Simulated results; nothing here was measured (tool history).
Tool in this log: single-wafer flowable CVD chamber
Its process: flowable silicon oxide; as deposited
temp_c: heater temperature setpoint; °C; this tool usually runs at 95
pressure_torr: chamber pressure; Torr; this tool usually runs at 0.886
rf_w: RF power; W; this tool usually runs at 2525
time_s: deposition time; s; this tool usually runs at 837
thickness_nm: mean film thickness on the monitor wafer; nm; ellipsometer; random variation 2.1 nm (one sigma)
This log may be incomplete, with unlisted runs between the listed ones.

run    hour  temp_c  pressure_torr  rf_w  time_s  read-back reference wafer on the same gauge, thickness_nm  thickness_nm
  1     0.0      95          0.886  2630     837                                                    631.159       686.788
  2    56.3      95          0.886  2525     733                                                    631.068       597.889
  3   118.0      95          0.886  2525     733                                                    631.049       594.931
  4   152.4      95          0.886  2525     733                                                    631.624       596.699
  5   194.1      95          0.886  2525     837                                                    630.907       674.599
  6   254.1      95          0.886  2525     837                                                    631.412       681.652
  7   318.6      95          0.886  2525     837                                                    631.078       675.500
  8   363.0      95          0.886  2525     837                                                    630.461       678.710
  9   434.4      95          0.886  2525     837                                                    631.173       677.493
 10   502.3      95          0.886  2525     837                                                    630.222       679.884
      561.2  -- gauge calibrated
      562.1  -- showerhead replaced
 11   571.6      95          0.886  2525     905                                                    630.624       730.935
      600.2  -- RF generator calibrated
 12   605.1      95          0.886  2525     905                                                    631.089       735.462
 13   674.8      95          0.886  2525     780                                                    631.153       631.294
 14   727.1      95          0.703  2525     992                                                    630.391       667.685
 15   793.1      95          0.886  2525     837                                                    631.345       676.956
 16   837.6      87          0.886  2260     837                                                    631.030       872.665
 17   899.4      95          0.886  2525     837                                                    630.806       678.242
 18   962.0     101          0.886  2960     837                                                    630.887       564.762
      986.4  -- capacitance manometer re-zeroed and calibrated
 19  1032.3      95          0.886  2525     733                                                    631.030       595.128
     1053.9  -- thermocouple changed; heater temperature recalibrated
 20  1085.7      84          1.073  2525     763                                                    631.223      1036.273
 21  1119.3      88          0.886  2525     837                                                    631.185       854.145
 22  1187.9      95          0.886  2525     741                                                    631.276       600.041
 23  1233.8      82          0.886  2840     837                                                    630.872      1051.105
     1279.7  -- gauge calibrated
 24  1284.2     102          0.670  2925     955                                                    630.418       494.169
 25  1329.0      95          1.026  2255     837                                                    631.120       746.637
 26  1367.8      91          1.019  2135     932                                                    631.755       946.901
 27  1409.4      83          0.886  2030     733                                                    631.128       838.223

Predict each of these 4 candidate next runs independently; none follows another, all start after run 27:
  A  1410.0      95          1.021  2525     837                                                          ?             ?
  B  1410.0     110          0.886  2965     999                                                          ?             ?
  C  1410.0      95          0.886  2760     837                                                          ?             ?
  D  1410.0     109          0.886  2875     990                                                          ?             ?

run  read-back reference wafer on the same gauge, thickness_nm  thickness_nm
  A                                                    631.251       761.205
  B                                                    631.251       492.641
  C                                                    631.251       687.123
  D                                                    631.251       503.133
What these runs would have given with no unlogged condition in the tool:
run  thickness_nm
  A       761.205
  B       492.641
  C       687.123
  D       503.133
